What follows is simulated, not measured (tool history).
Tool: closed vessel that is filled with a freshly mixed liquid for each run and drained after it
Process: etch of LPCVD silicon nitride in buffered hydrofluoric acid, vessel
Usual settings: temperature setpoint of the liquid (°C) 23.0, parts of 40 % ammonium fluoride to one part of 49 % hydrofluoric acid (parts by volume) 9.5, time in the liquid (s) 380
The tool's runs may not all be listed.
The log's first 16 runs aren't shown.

run     day  temperature setpoint of the liquid (°C)  parts of 40 % ammonium fluoride to one part of 49 % hydrofluoric acid (parts by volume)  time in the liquid (s)  wafers since the last listed run  hours since the thermometer was replaced  hours since the hydrofluoric acid flow meter was replaced  hours since the gauge calibration  read-back film thickness of the LPCVD silicon nitride reference wafer, read on the same gauge (nm)  thickness taken off the LPCVD silicon nitride on a monitor wafer (Å)
 17  18.083                                     23.0                                                                                      9.5                     380                              2183                                    2387.7                                                      321.0                              148.2                                                                                               40.00                                                                  53.9
 18  19.154                                     25.5                                                                                      9.5                     590                              2175                                    2413.4                                                      346.7                              173.9                                                                                               40.01                                                                  95.4
 19  20.296                                     23.0                                                                                      9.5                     540                              2319                                    2440.8                                                      374.1                              201.3                                                                                               39.97                                                                  75.3
     20.546  -- thermometer replaced
 20  21.704                                     23.0                                                                                      9.5                     380                              2776                                      27.8                                                      407.9                              235.1                                                                                               40.03                                                                  53.0
 21  23.067                                     23.0                                                                                      9.5                     380                              2768                                      60.5                                                      440.6                              267.8                                                                                               40.01                                                                  52.2
 22  24.088                                     24.5                                                                                      6.5                     310                              2073                                      85.0                                                      465.1                              292.3                                                                                               40.01                                                                  65.1
     25.425  -- hydrofluoric acid flow meter replaced
 23  25.446                                     25.0                                                                                     13.0                     495                              2674                                     117.6                                                        0.5                              324.9                                                                                               40.00                                                                  60.0
 24  26.858                                     19.0                                                                                     11.5                     300                              2869                                     151.5                                                       34.4                              358.8                                                                                               39.98                                                                  29.2
 25  27.521                                     25.0                                                                                      9.5                     460                              1345                                     167.4                                                       50.3                              374.7                                                                                               40.01                                                                  73.4
 26  28.200                                     23.0                                                                                      9.5                     380                              1379                                     183.7                                                       66.6                              391.0                                                                                               40.02                                                                  55.6
 27  29.288                                     23.0                                                                                      9.5                     595                              2209                                     209.8                                                       92.7                              417.1                                                                                               40.01                                                                  84.5
 28  30.133                                     23.0                                                                                     11.0                     380                              1718                                     230.1                                                      113.0                              437.4                                                                                               40.00                                                                  47.8
 29  31.350                                     20.0                                                                                     13.0                     310                              2471                                     259.3                                                      142.2                              466.6                                                                                               40.00                                                                  27.1
 30  32.058                                     18.5                                                                                      9.5                     380                              1439                                     276.3                                                      159.2                              483.6                                                                                               39.98                                                                  42.0
 31  33.154                                     23.0                                                                                      9.5                     380                              2226                                     302.6                                                      185.5                              509.9                                                                                               39.99                                                                  53.3

Forecast each of these 5 alternatives for the next run:
  A  33.188                                     23.0                                                                                      6.5                     380                                67                                     303.4                                                      186.3                              510.7                                                                                                   ?                                                                     ?
  B  33.188                                     19.0                                                                                     11.0                     380                                67                                     303.4                                                      186.3                              510.7                                                                                                   ?                                                                     ?
  C  33.188                                     23.0                                                                                      9.5                     545                                67                                     303.4                                                      186.3                              510.7                                                                                                   ?                                                                     ?
  D  33.188                                     26.5                                                                                      9.5                     380                                67                                     303.4                                                      186.3                              510.7                                                                                                   ?                                                                     ?
  E  33.188                                     24.5                                                                                      9.5                     380                                67                                     303.4                                                      186.3                              510.7                                                                                                   ?                                                                     ?

run  read-back film thickness of the LPCVD silicon nitride reference wafer, read on the same gauge (nm)  thickness taken off the LPCVD silicon nitride on a monitor wafer (Å)
  A                                                                                               40.02                                                                  77.1
  B                                                                                               40.02                                                                  37.5
  C                                                                                               40.02                                                                  77.1
  D                                                                                               40.02                                                                  65.0
  E                                                                                               40.02                                                                  58.3
Without the tool's hidden state the same runs would have given:
run  thickness taken off the LPCVD silicon nitride on a monitor wafer (Å)
  A                                                                  79.7
  B                                                                  38.9
  C                                                                  78.9
  D                                                                  66.5
  E                                                                  59.7
